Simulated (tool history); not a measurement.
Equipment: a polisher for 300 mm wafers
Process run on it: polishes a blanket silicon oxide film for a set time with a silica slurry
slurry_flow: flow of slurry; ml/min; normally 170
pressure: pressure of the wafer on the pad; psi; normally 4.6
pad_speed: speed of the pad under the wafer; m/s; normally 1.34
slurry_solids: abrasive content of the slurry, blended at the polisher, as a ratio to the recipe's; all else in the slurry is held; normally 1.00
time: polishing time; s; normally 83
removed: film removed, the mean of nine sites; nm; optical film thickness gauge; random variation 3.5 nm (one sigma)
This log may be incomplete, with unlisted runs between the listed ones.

run	hour	slurry_flow	pressure	pad_speed	slurry_solids	time	incoming thickness of the incoming film, nm	removed
1	0.0	170	4.6	1.34	0.85	83	1668.0	364.1
2	13.3	170	4.6	1.34	1.00	83	1665.9	390.7
# hour 64.6: head pressure recalibrated
3	66.0	170	4.6	1.68	1.25	83	1654.1	469.1
4	76.9	170	4.6	1.34	1.00	105	1704.1	450.2
5	94.5	170	4.6	1.34	1.00	83	1662.1	358.4
# hour 97.8: slurry blender recalibrated
6	104.0	210	4.6	1.14	1.00	83	1675.9	329.9
# hour 114.6: worn pad replaced by a new one
7	115.1	170	4.6	1.34	0.90	83	1645.9	368.9
8	125.9	170	3.1	1.34	1.30	83	1662.7	313.6
9	136.5	170	4.6	0.98	1.00	83	1665.4	313.4
10	150.5	145	3.3	1.34	0.90	72	1663.4	223.9
11	158.3	210	5.9	1.34	1.00	56	1661.5	311.4
# hour 169.5: conditioning disc replaced and pad reconditioned
12	170.0	170	4.6	1.34	1.00	83	1634.4	373.3
13	185.4	170	4.6	1.34	1.00	83	1669.6	377.7
14	200.4	170	5.7	1.34	1.00	97	1672.5	533.2
15	206.9	170	4.6	0.96	1.00	83	1666.9	305.7
16	218.9	170	4.6	1.34	1.00	83	1673.6	377.4
17	234.9	185	3.1	1.34	0.75	58	1667.3	156.0
# hour 242.4: worn pad replaced by a new one
18	242.8	170	4.6	0.98	1.00	83	1665.4	331.5
19	259.7	170	4.6	1.34	1.00	83	1675.2	391.9
# hour 264.5: slurry nozzle cleaned
20	274.9	170	3.0	1.18	1.00	83	1681.9	242.7
21	289.2	170	5.5	1.68	0.85	60	1662.9	334.2
22	297.3	170	4.6	1.48	1.00	83	1667.4	393.8
23	310.3	220	4.6	1.34	1.00	83	1658.9	374.0
24	322.0	170	3.7	1.34	1.00	99	1662.1	354.9
25	328.8	170	4.6	1.34	1.00	83	1666.0	362.6
26	337.9	170	4.6	1.34	1.00	83	1685.5	357.0
27	347.5	170	4.6	1.34	1.25	97	1688.6	469.4

3 options for the next run, each taken on its own from the tool as it stands now. Forecast them:
A	347.9	170	4.6	1.34	1.00	83	1691.3	?
B	347.9	170	3.2	0.96	1.00	83	1691.3	?
C	347.9	135	4.6	1.34	1.20	83	1691.3	?

run	removed
A	358.4
B	215.2
C	378.2
With the hidden condition removed and each run's random variation left untouched, the same runs would have given:
run	removed
A	406.9
B	241.5
C	429.5
